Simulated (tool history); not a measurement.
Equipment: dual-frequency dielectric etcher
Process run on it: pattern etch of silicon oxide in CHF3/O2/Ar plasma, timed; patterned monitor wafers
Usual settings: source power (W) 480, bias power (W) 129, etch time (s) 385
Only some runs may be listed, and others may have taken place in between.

run	hour	source power (W)	bias power (W)	etch time (s)	wafers since the last listed run	hours since the last wet clean	hours since the last source power generator calibration	hours since the last bias power generator calibration	hours since the last upper electrode change	hours since the gauge calibration	read-back reference wafer on the same gauge, depth_nm	mean etch depth across the wafer (nm)
1	0	480	129	385	0	347.4	2095.7	3546.3	5266.8	514.4	659.5	600.4
2	30.3	480	129	385	170	377.7	2126	3576.6	5297.1	544.7	659.5	598.3
# hour 60.5: wet clean of the chamber
3	65.2	480	129	385	61	4.7	2160.9	3611.5	5332	579.6	658.1	603.4
4	119.5	480	129	385	304	59	2215.2	3665.8	5386.3	633.9	659.6	599
5	168.9	480	129	385	277	108.4	2264.6	3715.2	5435.7	683.3	659.1	597.1
6	290.5	480	129	385	682	230	2386.2	3836.8	5557.3	804.9	659.5	598.3
7	341.4	480	129	304.5	285	280.9	2437.1	3887.7	5608.2	855.8	658	478.6
# hour 413.9: wet clean of the chamber
8	414.4	410	129	385	274	0.5	2510.1	3960.7	5681.2	928.8	660.5	552.4
9	442	410	129	385	154	28.1	2537.7	3988.3	5708.8	956.4	658.7	555
10	474.4	480	111	385	181	60.5	2570.1	4020.7	5741.2	988.8	659	575.9
11	522.8	550	146	385	271	108.9	2618.5	4069.1	5789.6	1037.2	658.4	675
12	558.9	550	146	385	202	145	2654.6	4105.2	5825.7	1073.3	658.8	670.9
# hour 622: gauge calibrated
13	630.8	550	146	385	403	216.9	2726.5	4177.1	5897.6	8.8	659.9	674.8
14	675.8	420	160	299.5	252	261.9	2771.5	4222.1	5942.6	53.8	658.4	462.7
15	720.7	550	110	325	251	306.8	2816.4	4267	5987.5	98.7	658.3	524.2
16	769.3	540	129	480	272	355.4	2865	4315.6	6036.1	147.3	659.5	802.8
# hour 804: wet clean of the chamber
17	811	480	112	385	99	7	2906.7	4357.3	6077.8	189	658.2	586.8
18	856.6	530	115	279.5	255	52.6	2952.3	4402.9	6123.4	234.6	660.4	449.5
# hour 921.9: upper electrode replaced
19	922.7	520	129	316.5	236	118.7	3018.4	4469	0.8	300.7	658.1	521.3
20	978.5	480	158	385	313	174.5	3074.2	4524.8	56.6	356.5	658.9	632.1
# hour 1009.1: bias power generator calibrated
21	1026.9	520	129	385	249	222.9	3122.6	17.8	105	404.9	659.7	628.8
# hour 1037.4: source power generator calibrated
22	1058	530	115	279.5	152	254	20.6	48.9	136.1	436	658.8	438.1
23	1119.7	480	129	385	346	315.7	82.3	110.6	197.8	497.7	659.3	586.6
# hour 1154.9: wet clean of the chamber
24	1155.9	480	129	385	68	1	118.5	146.8	234	533.9	659.4	589.3
25	1203.5	540	129	487	267	48.6	166.1	194.4	281.6	581.5	658.2	801.3
26	1237.6	540	129	385	191	82.7	200.2	228.5	315.7	615.6	660.9	627.6
27	1284.4	560	143	302	262	129.5	247	275.3	362.5	662.4	659.3	515
28	1354.2	480	111	355	391	199.3	316.8	345.1	432.3	732.2	659.9	524.6
29	1413.9	520	147	385	334	259	376.5	404.8	492	791.9	659.5	640.9

Measured minus without-hidden-state, run by run (identical run-to-run variation in each term; gauge scatter may differ):
What the log doesn't record here: etch rate over this chamber's usual, %; source power that arrives over what is set, %; bias power that arrives over what is set, %; gauge reads high (%).
run	mean etch depth across the wafer (nm)
1	+12
2	+12.1
3	+12.4
4	+12.7
5	+12.9
6	+13.5
7	+11.1
8	+13
9	+13.2
10	+14.1
11	+16.6
12	+16.7
13	+17.2
14	+11.8
15	+14
16	+21.7
17	+16.1
18	+12.5
19	+14.7
20	+17.9
21	+18.4
22	+0.3
23	+0.8
24	+1
25	+1.7
26	+1.6
27	+1.5
28	+1.9
29	+2.6
